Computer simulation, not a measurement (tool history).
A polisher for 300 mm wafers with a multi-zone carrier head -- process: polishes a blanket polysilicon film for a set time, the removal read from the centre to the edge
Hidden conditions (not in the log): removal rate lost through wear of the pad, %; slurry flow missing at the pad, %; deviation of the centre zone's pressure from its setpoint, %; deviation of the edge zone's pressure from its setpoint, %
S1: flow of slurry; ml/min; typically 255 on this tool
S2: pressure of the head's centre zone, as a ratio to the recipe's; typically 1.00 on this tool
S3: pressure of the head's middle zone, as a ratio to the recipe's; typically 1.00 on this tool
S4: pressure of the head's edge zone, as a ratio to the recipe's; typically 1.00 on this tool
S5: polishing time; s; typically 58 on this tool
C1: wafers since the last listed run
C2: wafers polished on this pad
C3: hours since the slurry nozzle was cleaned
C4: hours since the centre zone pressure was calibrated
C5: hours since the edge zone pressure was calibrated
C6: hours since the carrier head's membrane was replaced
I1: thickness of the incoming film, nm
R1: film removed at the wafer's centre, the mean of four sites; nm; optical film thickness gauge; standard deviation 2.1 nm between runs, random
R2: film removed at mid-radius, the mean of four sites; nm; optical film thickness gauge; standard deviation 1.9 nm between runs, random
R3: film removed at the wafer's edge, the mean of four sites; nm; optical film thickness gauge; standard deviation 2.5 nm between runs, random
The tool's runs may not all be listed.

{"run": 1, "day": 0.0, "S1": 255, "S2": 1.0, "S3": 1.0, "S4": 1.0, "S5": 58, "C1": 0, "C2": 134, "C3": 58.3, "C4": 1151.8, "C5": 439.2, "C6": 968.9, "I1": 1018.4, "R1": 302.6, "R2": 305.1, "R3": 306.9}
{"run": 2, "day": 1.533, "S1": 255, "S2": 1.0, "S3": 1.0, "S4": 1.0, "S5": 64, "C1": 315, "C2": 450, "C3": 95.1, "C4": 1188.6, "C5": 476.0, "C6": 1005.7, "I1": 1013.0, "R1": 332.0, "R2": 328.1, "R3": 335.8}
{"run": 3, "day": 3.329, "S1": 255, "S2": 1.0, "S3": 1.0, "S4": 1.0, "S5": 64, "C1": 369, "C2": 820, "C3": 138.2, "C4": 1231.7, "C5": 519.1, "C6": 1048.8, "I1": 1005.3, "R1": 324.6, "R2": 322.9, "R3": 330.4}
{"run": 4, "day": 4.425, "S1": 255, "S2": 1.0, "S3": 1.0, "S4": 1.0, "S5": 64, "C1": 225, "C2": 1046, "C3": 164.5, "C4": 1258.0, "C5": 545.4, "C6": 1075.1, "I1": 1016.7, "R1": 325.1, "R2": 324.1, "R3": 327.4}
{"day": 5.271, "done": "worn pad replaced by a new one"}
{"run": 5, "day": 5.567, "S1": 255, "S2": 1.0, "S3": 1.0, "S4": 1.0, "S5": 58, "C1": 200, "C2": 61, "C3": 191.9, "C4": 1285.4, "C5": 572.8, "C6": 1102.5, "I1": 1019.6, "R1": 277.5, "R2": 275.6, "R3": 279.7}
{"run": 6, "day": 6.85, "S1": 255, "S2": 1.0, "S3": 1.0, "S4": 1.0, "S5": 58, "C1": 264, "C2": 325, "C3": 222.7, "C4": 1316.2, "C5": 603.6, "C6": 1133.3, "I1": 1013.6, "R1": 272.8, "R2": 266.5, "R3": 269.9}
{"day": 8.892, "done": "worn pad replaced by a new one, repeated, since the last time left the tool worse"}
{"day": 8.979, "done": "centre zone pressure recalibrated"}
{"run": 7, "day": 9.338, "S1": 255, "S2": 1.0, "S3": 1.0, "S4": 1.0, "S5": 58, "C1": 460, "C2": 74, "C3": 282.4, "C4": 8.6, "C5": 663.3, "C6": 1193.0, "I1": 1012.9, "R1": 309.6, "R2": 305.9, "R3": 310.1}
{"run": 8, "day": 11.662, "S1": 230, "S2": 1.0, "S3": 0.97, "S4": 1.07, "S5": 58, "C1": 478, "C2": 553, "C3": 338.2, "C4": 64.4, "C5": 719.1, "C6": 1248.8, "I1": 1010.0, "R1": 296.9, "R2": 288.1, "R3": 313.1}
{"day": 11.896, "done": "edge zone pressure recalibrated"}
{"day": 12.208, "done": "slurry nozzle cleaned"}
{"run": 9, "day": 12.883, "S1": 230, "S2": 1.0, "S3": 0.97, "S4": 1.07, "S5": 58, "C1": 225, "C2": 779, "C3": 16.2, "C4": 93.7, "C5": 23.7, "C6": 1278.1, "I1": 1005.2, "R1": 296.6, "R2": 285.6, "R3": 308.4}
{"day": 15.342, "done": "worn pad replaced by a new one"}
{"run": 10, "day": 15.45, "S1": 255, "S2": 1.0, "S3": 1.0, "S4": 1.0, "S5": 58, "C1": 494, "C2": 22, "C3": 77.8, "C4": 155.3, "C5": 85.3, "C6": 1339.7, "I1": 1005.1, "R1": 310.3, "R2": 304.8, "R3": 321.0}
{"run": 11, "day": 17.225, "S1": 255, "S2": 0.89, "S3": 1.0, "S4": 1.0, "S5": 58, "C1": 365, "C2": 388, "C3": 120.4, "C4": 197.9, "C5": 127.9, "C6": 1382.3, "I1": 1011.4, "R1": 270.9, "R2": 299.4, "R3": 311.2}
{"day": 18.096, "done": "carrier head's membrane replaced by a new one"}
{"run": 12, "day": 18.5, "S1": 255, "S2": 1.0, "S3": 1.0, "S4": 0.93, "S5": 65, "C1": 219, "C2": 607, "C3": 151.0, "C4": 228.5, "C5": 158.5, "C6": 9.7, "I1": 1028.4, "R1": 334.0, "R2": 328.9, "R3": 329.4}
{"run": 13, "day": 20.775, "S1": 255, "S2": 1.0, "S3": 1.07, "S4": 1.08, "S5": 64, "C1": 468, "C2": 1076, "C3": 205.6, "C4": 283.1, "C5": 213.1, "C6": 64.3, "I1": 1017.8, "R1": 325.0, "R2": 340.1, "R3": 342.5}
{"day": 21.996, "done": "worn pad replaced by a new one"}
{"run": 14, "day": 23.142, "S1": 255, "S2": 1.0, "S3": 1.0, "S4": 1.0, "S5": 76, "C1": 453, "C2": 236, "C3": 262.4, "C4": 339.9, "C5": 269.9, "C6": 121.1, "I1": 1005.1, "R1": 398.0, "R2": 394.7, "R3": 410.3}

Consider 5 possible next runs. They are alternatives, not a sequence: every one starts from the tool as it was left by run 14. What does each give?
{"run": "A", "day": 23.158, "S1": 255, "S2": 1.0, "S3": 1.0, "S4": 1.0, "S5": 58, "C1": 3, "C2": 239, "C3": 262.8, "C4": 340.3, "C5": 270.3, "C6": 121.5, "I1": 1017.3, "R1": "?", "R2": "?", "R3": "?"}
{"run": "B", "day": 23.158, "S1": 255, "S2": 1.0, "S3": 0.9, "S4": 0.89, "S5": 58, "C1": 3, "C2": 239, "C3": 262.8, "C4": 340.3, "C5": 270.3, "C6": 121.5, "I1": 1017.3, "R1": "?", "R2": "?", "R3": "?"}
{"run": "C", "day": 23.158, "S1": 255, "S2": 0.93, "S3": 1.06, "S4": 1.0, "S5": 58, "C1": 3, "C2": 239, "C3": 262.8, "C4": 340.3, "C5": 270.3, "C6": 121.5, "I1": 1017.3, "R1": "?", "R2": "?", "R3": "?"}
{"run": "D", "day": 23.158, "S1": 325, "S2": 1.11, "S3": 0.91, "S4": 0.94, "S5": 58, "C1": 3, "C2": 239, "C3": 262.8, "C4": 340.3, "C5": 270.3, "C6": 121.5, "I1": 1017.3, "R1": "?", "R2": "?", "R3": "?"}
{"run": "E", "day": 23.158, "S1": 255, "S2": 0.89, "S3": 1.1, "S4": 1.0, "S5": 58, "C1": 3, "C2": 239, "C3": 262.8, "C4": 340.3, "C5": 270.3, "C6": 121.5, "I1": 1017.3, "R1": "?", "R2": "?", "R3": "?"}

run=A R1=305.2 R2=303.2 R3=312.2
run=B R1=305.0 R2=277.6 R3=298.6
run=C R1=283.8 R2=318.6 R3=312.0
run=D R1=348.8 R2=287.5 R3=311.1
run=E R1=271.5 R2=329.0 R3=311.8
Stripped of hidden state, with their random variation kept, the same runs would have yielded:
run=A R1=313.6 R2=311.5 R3=320.8
run=B R1=313.4 R2=285.3 R3=306.9
run=C R1=291.6 R2=327.4 R3=320.5
run=D R1=358.4 R2=295.4 R3=319.7
run=E R1=279.0 R2=338.0 R3=320.4

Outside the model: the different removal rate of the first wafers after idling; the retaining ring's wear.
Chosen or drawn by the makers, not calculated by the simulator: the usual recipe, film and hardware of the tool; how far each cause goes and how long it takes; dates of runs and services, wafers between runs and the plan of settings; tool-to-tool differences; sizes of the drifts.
